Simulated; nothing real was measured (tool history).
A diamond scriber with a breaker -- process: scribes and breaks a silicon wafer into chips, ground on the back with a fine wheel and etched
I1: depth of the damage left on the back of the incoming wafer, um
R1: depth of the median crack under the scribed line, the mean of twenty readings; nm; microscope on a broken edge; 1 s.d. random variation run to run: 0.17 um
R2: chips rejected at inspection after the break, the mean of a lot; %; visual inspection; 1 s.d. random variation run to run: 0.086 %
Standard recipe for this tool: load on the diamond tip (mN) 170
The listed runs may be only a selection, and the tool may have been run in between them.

{"run": 1, "hour": 0.0, "load on the diamond tip (mN)": 170, "I1": 0.38, "R1": 9360, "R2": 1.39}
{"run": 2, "hour": 12.3, "load on the diamond tip (mN)": 170, "I1": 0.75, "R1": 9470, "R2": 1.48}
{"run": 3, "hour": 32.6, "load on the diamond tip (mN)": 170, "I1": 0.34, "R1": 9230, "R2": 1.4}
{"run": 4, "hour": 50.3, "load on the diamond tip (mN)": 159, "I1": 0.78, "R1": 8760, "R2": 2.33}
{"run": 5, "hour": 73.1, "load on the diamond tip (mN)": 170, "I1": 0.41, "R1": 9460, "R2": 1.75}
{"run": 6, "hour": 90.5, "load on the diamond tip (mN)": 170, "I1": 0.54, "R1": 9020, "R2": 1.99}
{"run": 7, "hour": 107.8, "load on the diamond tip (mN)": 170, "I1": 0.51, "R1": 8720, "R2": 2.06}
{"run": 8, "hour": 143.7, "load on the diamond tip (mN)": 206, "I1": 0.51, "R1": 10200, "R2": 1.47}
{"run": 9, "hour": 164.6, "load on the diamond tip (mN)": 206, "I1": 0.68, "R1": 10060, "R2": 1.31}
{"run": 10, "hour": 180.7, "load on the diamond tip (mN)": 206, "I1": 0.34, "R1": 9960, "R2": 1.3}
{"hour": 202.8, "done": "diamond tip replaced by a new one"}
{"run": 11, "hour": 206.6, "load on the diamond tip (mN)": 135, "I1": 0.41, "R1": 8510, "R2": 2.74}
{"run": 12, "hour": 228.8, "load on the diamond tip (mN)": 187, "I1": 0.76, "R1": 10780, "R2": 2.21}
{"run": 13, "hour": 246.3, "load on the diamond tip (mN)": 187, "I1": 0.68, "R1": 11020, "R2": 1.87}
{"run": 14, "hour": 276.4, "load on the diamond tip (mN)": 170, "I1": 0.49, "R1": 10040, "R2": 1.26}
{"run": 15, "hour": 297.0, "load on the diamond tip (mN)": 170, "I1": 0.71, "R1": 9790, "R2": 1.16}
{"run": 16, "hour": 326.7, "load on the diamond tip (mN)": 190, "I1": 0.46, "R1": 10360, "R2": 1.63}
{"run": 17, "hour": 345.5, "load on the diamond tip (mN)": 190, "I1": 0.62, "R1": 10840, "R2": 1.5}
{"run": 18, "hour": 375.4, "load on the diamond tip (mN)": 190, "I1": 0.6, "R1": 10350, "R2": 1.48}
{"run": 19, "hour": 393.9, "load on the diamond tip (mN)": 170, "I1": 0.72, "R1": 9300, "R2": 1.18}
{"run": 20, "hour": 432.6, "load on the diamond tip (mN)": 193, "I1": 0.73, "R1": 10160, "R2": 1.34}
{"run": 21, "hour": 466.7, "load on the diamond tip (mN)": 209, "I1": 0.8, "R1": 11000, "R2": 1.77}
{"run": 22, "hour": 500.1, "load on the diamond tip (mN)": 190, "I1": 0.76, "R1": 9430, "R2": 1.24}
{"hour": 509.9, "done": "diamond tip replaced by a new one"}
{"run": 23, "hour": 522.8, "load on the diamond tip (mN)": 170, "I1": 0.76, "R1": 10740, "R2": 1.67}
{"hour": 550.4, "done": "load on the tip recalibrated"}
{"run": 24, "hour": 550.9, "load on the diamond tip (mN)": 201, "I1": 0.42, "R1": 11050, "R2": 1.76}
{"run": 25, "hour": 583.8, "load on the diamond tip (mN)": 212, "I1": 0.71, "R1": 11110, "R2": 2.39}
{"run": 26, "hour": 631.9, "load on the diamond tip (mN)": 203, "I1": 0.58, "R1": 10720, "R2": 1.44}
{"run": 27, "hour": 655.2, "load on the diamond tip (mN)": 200, "I1": 0.65, "R1": 10540, "R2": 1.27}
{"run": 28, "hour": 670.3, "load on the diamond tip (mN)": 134, "I1": 0.48, "R1": 7370, "R2": 5.6}
{"run": 29, "hour": 705.9, "load on the diamond tip (mN)": 170, "I1": 0.67, "R1": 8930, "R2": 1.96}
{"run": 30, "hour": 730.2, "load on the diamond tip (mN)": 148, "I1": 0.49, "R1": 8110, "R2": 5.45}
{"run": 31, "hour": 761.1, "load on the diamond tip (mN)": 133, "I1": 0.57, "R1": 7320, "R2": 9.23}
{"run": 32, "hour": 782.5, "load on the diamond tip (mN)": 184, "I1": 0.3, "R1": 9250, "R2": 1.54}
{"run": 33, "hour": 803.9, "load on the diamond tip (mN)": 211, "I1": 0.35, "R1": 10440, "R2": 1.19}
{"hour": 807.2, "done": "diamond tip replaced by a new one"}
{"run": 34, "hour": 830.4, "load on the diamond tip (mN)": 190, "I1": 0.47, "R1": 11300, "R2": 2.29}
{"run": 35, "hour": 845.7, "load on the diamond tip (mN)": 202, "I1": 0.73, "R1": 11700, "R2": 3.43}
{"run": 36, "hour": 874.8, "load on the diamond tip (mN)": 185, "I1": 0.52, "R1": 10930, "R2": 1.95}
{"run": 37, "hour": 903.5, "load on the diamond tip (mN)": 170, "I1": 0.42, "R1": 9880, "R2": 1.3}
{"run": 38, "hour": 916.0, "load on the diamond tip (mN)": 170, "I1": 0.53, "R1": 10120, "R2": 1.21}
{"run": 39, "hour": 950.6, "load on the diamond tip (mN)": 128, "I1": 0.74, "R1": 7800, "R2": 5.59}

Run by run, hidden condition taken away, random variation retained:
The hidden state here: share of the diamond tip's cutting effectiveness lost through wear, %; deviation of the load on the tip from its setpoint, %.
run=1 R1=9840 R2=1.17
run=2 R1=10000 R2=1.21
run=3 R1=9820 R2=1.08
run=4 R1=9390 R2=1.35
run=5 R1=10240 R2=1.19
run=6 R1=9840 R2=1.28
run=7 R1=9580 R2=1.24
run=8 R1=11400 R2=3.39
run=9 R1=11360 R2=3.11
run=10 R1=11330 R2=3.19
run=11 R1=8200 R2=3.71
run=12 R1=10460 R2=1.75
run=13 R1=10760 R2=1.56
run=14 R1=9920 R2=1.24
run=15 R1=9750 R2=1.16
run=16 R1=10440 R2=1.74
run=17 R1=11010 R2=1.70
run=18 R1=10650 R2=1.83
run=19 R1=9650 R2=1.07
run=20 R1=10720 R2=1.97
run=21 R1=11810 R2=3.18
run=22 R1=10290 R2=1.84
run=23 R1=10020 R2=1.24
run=24 R1=11380 R2=2.27
run=25 R1=11590 R2=3.38
run=26 R1=11390 R2=2.40
run=27 R1=11320 R2=2.20
run=28 R1=7960 R2=3.28
run=29 R1=9800 R2=1.20
run=30 R1=9000 R2=2.37
run=31 R1=8250 R2=4.29
run=32 R1=10530 R2=1.42
run=33 R1=12020 R2=3.33
run=34 R1=10880 R2=1.66
run=35 R1=11320 R2=2.62
run=36 R1=10690 R2=1.65
run=37 R1=9780 R2=1.29
run=38 R1=10070 R2=1.21
run=39 R1=7870 R2=5.27

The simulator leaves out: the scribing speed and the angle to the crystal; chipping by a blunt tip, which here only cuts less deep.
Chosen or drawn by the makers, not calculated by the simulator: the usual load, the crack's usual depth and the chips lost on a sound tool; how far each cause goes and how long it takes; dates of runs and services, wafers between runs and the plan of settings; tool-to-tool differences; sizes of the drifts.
